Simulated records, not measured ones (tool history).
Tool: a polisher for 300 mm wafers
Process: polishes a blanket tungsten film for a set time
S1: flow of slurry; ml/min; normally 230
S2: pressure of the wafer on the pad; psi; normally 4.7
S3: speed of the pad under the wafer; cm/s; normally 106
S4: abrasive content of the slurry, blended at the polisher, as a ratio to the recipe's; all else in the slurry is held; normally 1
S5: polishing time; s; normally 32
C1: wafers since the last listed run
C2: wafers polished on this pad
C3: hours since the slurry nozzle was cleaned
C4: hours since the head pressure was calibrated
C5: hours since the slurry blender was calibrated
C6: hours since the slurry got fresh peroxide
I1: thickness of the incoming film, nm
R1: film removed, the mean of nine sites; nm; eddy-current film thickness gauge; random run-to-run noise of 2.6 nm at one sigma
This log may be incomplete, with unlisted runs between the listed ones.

run,hour,S1,S2,S3,S4,S5,C1,C2,C3,C4,C5,C6,I1,R1
1,0,230,4.7,106,0.9,32,0,410,298.1,119.5,160.7,149,1438.9,178.8
2,62.3,230,4.7,106,1,32,489,899,360.4,181.8,223,211.3,1448,188.2
3,117,230,4.7,106,1,32,430,1330,415.1,236.5,277.7,266,1458.7,182.4
# hour 133.5: slurry tank refilled with fresh slurry and peroxide
# hour 161.6: slurry blender recalibrated
4,182.7,230,4.7,106,1,32,493,1823,480.8,302.2,21.1,49.2,1452.9,199.7
# hour 198.9: worn pad replaced by a new one
5,285.1,230,4.7,106,1,32,773,678,583.2,404.6,123.5,151.6,1432.6,189
6,341.4,280,4.7,126,1,32,442,1120,639.5,460.9,179.8,207.9,1424.3,232.1
# hour 399.9: slurry tank refilled with fresh slurry and peroxide
# hour 495.1: worn pad replaced by a new one
# hour 520: slurry blender recalibrated
7,535.8,280,4.7,126,1,32,1473,303,833.9,655.3,15.8,135.9,1434.6,253
8,584.2,230,4.7,106,0.8,32,380,684,882.3,703.7,64.2,184.3,1482.9,192.2
# hour 618.9: slurry nozzle cleaned
# hour 649.2: slurry tank refilled with fresh slurry and peroxide
9,723.3,230,4.7,106,0.8,32,1078,1762,104.4,842.8,203.3,74.1,1436.5,189
# hour 759.6: worn pad replaced by a new one
10,767.4,230,4.7,106,0.8,32,315,61,148.5,886.9,247.4,118.2,1453.1,193.4
# hour 778.9: head pressure recalibrated
11,793.6,230,4.7,106,1.2,35,190,252,174.7,14.7,273.6,144.4,1439.3,192.5
# hour 818.7: slurry blender recalibrated
12,830.3,230,4.7,106,1.2,35,272,524,211.4,51.4,11.6,181.1,1452.8,207.2
13,858.2,260,4.7,106,1,32,219,744,239.3,79.3,39.5,209,1443.6,185.4
14,923.1,230,4.7,106,1,25,510,1254,304.2,144.2,104.4,273.9,1442.6,137.1
# hour 925.2: slurry tank refilled with fresh slurry and peroxide
15,980.1,230,4.7,106,1,32,440,1694,361.2,201.2,161.4,54.9,1445.4,175.1
16,1009.5,290,4.7,106,1,32,231,1926,390.6,230.6,190.8,84.3,1443.2,181.5
17,1035.4,230,3.4,106,0.7,32,203,2129,416.5,256.5,216.7,110.2,1472.8,117.1
# hour 1055.6: worn pad replaced by a new one
18,1063.7,150,3.6,74,0.9,32,191,63,444.8,284.8,245,138.5,1444,86.5
19,1113.1,230,4.7,106,1,32,388,452,494.2,334.2,294.4,187.9,1444,176.1
# hour 1137.9: slurry blender recalibrated
20,1144.4,230,6.3,106,1.1,39,230,682,525.5,365.5,6.5,219.2,1423.7,321.1
# hour 1158.7: slurry tank refilled with fresh slurry and peroxide
21,1174.3,230,4.7,106,1,32,227,910,555.4,395.4,36.4,15.6,1458.5,187.4
22,1204.3,170,4.7,106,1.2,32,235,1145,585.4,425.4,66.4,45.6,1459.5,186.3
23,1239.1,230,4.7,106,1,32,273,1419,620.2,460.2,101.2,80.4,1428,181.6
24,1298,230,4.7,106,1,32,463,1882,679.1,519.1,160.1,139.3,1451,181.6

Measured less the same run without the tool's hidden state. The same run-to-run variation is in both; the gauge's scatter may not be:
Hidden state at play: removal rate lost through wear of the pad, %; slurry flow missing at the pad, %; deviation of the head's pressure from its setpoint, %; abrasive missing from the slurry, %; peroxide lost from the slurry, %.
run,R1
1,-5.2
2,-6.1
3,-5.8
4,+10.6
5,+3.7
6,+2.8
7,+26.2
8,+16.4
9,+11.9
10,+12
11,-20.1
12,-4.7
13,-6.8
14,-8.3
15,-12.4
16,-13.4
17,-8.2
18,-6.4
19,-12.8
20,+6.8
21,+0.9
22,-1.8
23,-3.6
24,-5.7

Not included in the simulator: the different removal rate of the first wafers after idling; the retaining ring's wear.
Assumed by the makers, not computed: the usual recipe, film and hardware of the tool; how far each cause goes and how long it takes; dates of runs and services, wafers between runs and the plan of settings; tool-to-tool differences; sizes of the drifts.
